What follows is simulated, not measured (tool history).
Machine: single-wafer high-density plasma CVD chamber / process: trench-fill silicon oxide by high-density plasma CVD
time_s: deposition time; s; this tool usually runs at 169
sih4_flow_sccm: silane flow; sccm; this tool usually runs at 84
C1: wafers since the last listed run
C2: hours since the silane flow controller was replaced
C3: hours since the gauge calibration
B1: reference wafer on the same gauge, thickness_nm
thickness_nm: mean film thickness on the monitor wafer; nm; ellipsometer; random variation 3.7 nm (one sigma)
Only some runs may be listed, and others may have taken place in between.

Run 1, hour 0: usual settings; C1 0; C2 1356.9; C3 417; B1 1430.145. Result: thickness_nm 1409.218 nm.
Run 2, hour 20.8: usual settings; C1 235; C2 1377.7; C3 437.8; B1 1428.599. Result: thickness_nm 1405.728 nm.
Run 3, hour 32.8: usual settings; C1 135; C2 1389.7; C3 449.8; B1 1429.98. Result: thickness_nm 1408.426 nm.
Run 4, hour 62.5: usual settings; C1 336; C2 1419.4; C3 479.5; B1 1428.656. Result: thickness_nm 1410.006 nm.
Run 5, hour 88.3: usual settings; C1 292; C2 1445.2; C3 505.3; B1 1429.854. Result: thickness_nm 1400.736 nm.
Run 6, hour 120.4: usual settings; C1 363; C2 1477.3; C3 537.4; B1 1430.128. Result: thickness_nm 1411.588 nm.
Run 7, hour 135.6: usual settings; C1 172; C2 1492.5; C3 552.6; B1 1430.072. Result: thickness_nm 1409.314 nm.
Run 8, hour 172.3: usual settings; C1 415; C2 1529.2; C3 589.3; B1 1428.427. Result: thickness_nm 1419.388 nm.
Run 9, hour 185.7: usual settings; C1 151; C2 1542.6; C3 602.7; B1 1429.684. Result: thickness_nm 1416.56 nm.
Run 10, hour 270.6: usual settings; C1 961; C2 1627.5; C3 687.6; B1 1429.719. Result: thickness_nm 1411.819 nm.
Run 11, hour 305.5: usual settings; C1 395; C2 1662.4; C3 722.5; B1 1429.429. Result: thickness_nm 1410.569 nm.
Run 12, hour 329.1: usual settings but time_s 190 s; C1 267; C2 1686; C3 746.1; B1 1430.463. Result: thickness_nm 1589.276 nm.
Run 13, hour 343.6: usual settings but time_s 190 s; C1 164; C2 1700.5; C3 760.6; B1 1431.184. Result: thickness_nm 1585.703 nm.
Run 14, hour 368.6: usual settings but time_s 181 s; C1 283; C2 1725.5; C3 785.6; B1 1430.307. Result: thickness_nm 1517.639 nm.
At hour 381.3: gauge calibrated.
Run 15, hour 392.4: usual settings; C1 269; C2 1749.3; C3 11.1; B1 1430.485. Result: thickness_nm 1416.793 nm.
At hour 406.5: silane flow controller replaced.
Run 16, hour 420.5: usual settings; C1 227; C2 14; C3 39.2; B1 1430.763. Result: thickness_nm 1415.902 nm.
Run 17, hour 449.6: usual settings but time_s 142 s, sih4_flow_sccm 69 sccm; C1 329; C2 43.1; C3 68.3; B1 1429.399. Result: thickness_nm 976.159 nm.
Run 18, hour 463.1: usual settings but time_s 143 s; C1 152; C2 56.6; C3 81.8; B1 1429.904. Result: thickness_nm 1195.036 nm.
Run 19, hour 492.9: usual settings but time_s 189 s, sih4_flow_sccm 89 sccm; C1 337; C2 86.4; C3 111.6; B1 1429.87. Result: thickness_nm 1674.605 nm.
Run 20, hour 511.5: usual settings but time_s 146 s, sih4_flow_sccm 70 sccm; C1 210; C2 105; C3 130.2; B1 1429.564. Result: thickness_nm 1011.343 nm.
Run 21, hour 541.5: usual settings; C1 339; C2 135; C3 160.2; B1 1428.578. Result: thickness_nm 1407.291 nm.
Run 22, hour 566.2: usual settings but time_s 198 s, sih4_flow_sccm 67 sccm; C1 279; C2 159.7; C3 184.9; B1 1430.003. Result: thickness_nm 1311.832 nm.
Run 23, hour 593.4: usual settings; C1 307; C2 186.9; C3 212.1; B1 1429.119. Result: thickness_nm 1413.569 nm.
Run 24, hour 622.8: usual settings; C1 332; C2 216.3; C3 241.5; B1 1430.912. Result: thickness_nm 1404.414 nm.
Run 25, hour 637.4: usual settings but time_s 196 s, sih4_flow_sccm 69 sccm; C1 165; C2 230.9; C3 256.1; B1 1429.265. Result: thickness_nm 1350.769 nm.
Run 26, hour 668.3: usual settings but time_s 200 s, sih4_flow_sccm 68 sccm; C1 349; C2 261.8; C3 287; B1 1429.479. Result: thickness_nm 1350.903 nm.
Run 27, hour 692.4: usual settings; C1 272; C2 285.9; C3 311.1; B1 1430.329. Result: thickness_nm 1417.72 nm.
Run 28, hour 716.1: usual settings but time_s 140 s, sih4_flow_sccm 99 sccm; C1 268; C2 309.6; C3 334.8; B1 1430.434. Result: thickness_nm 1378.441 nm.
Run 29, hour 737.5: usual settings but time_s 184 s; C1 242; C2 331; C3 356.2; B1 1429.192. Result: thickness_nm 1533.356 nm.
Run 30, hour 751: usual settings but sih4_flow_sccm 68 sccm; C1 152; C2 344.5; C3 369.7; B1 1430.473. Result: thickness_nm 1143.95 nm.

Predict the results of run 31:
Run 31, hour 776: usual settings but time_s 153 s, sih4_flow_sccm 77 sccm; C1 283; C2 369.5; C3 394.7; B1 ?. Result: thickness_nm ?.

B1: 1430.147
thickness_nm: 1172.146 nm
With the hidden condition absent and the run-to-run variation left alone, this run would have shown thickness_nm 1172.146 nm.
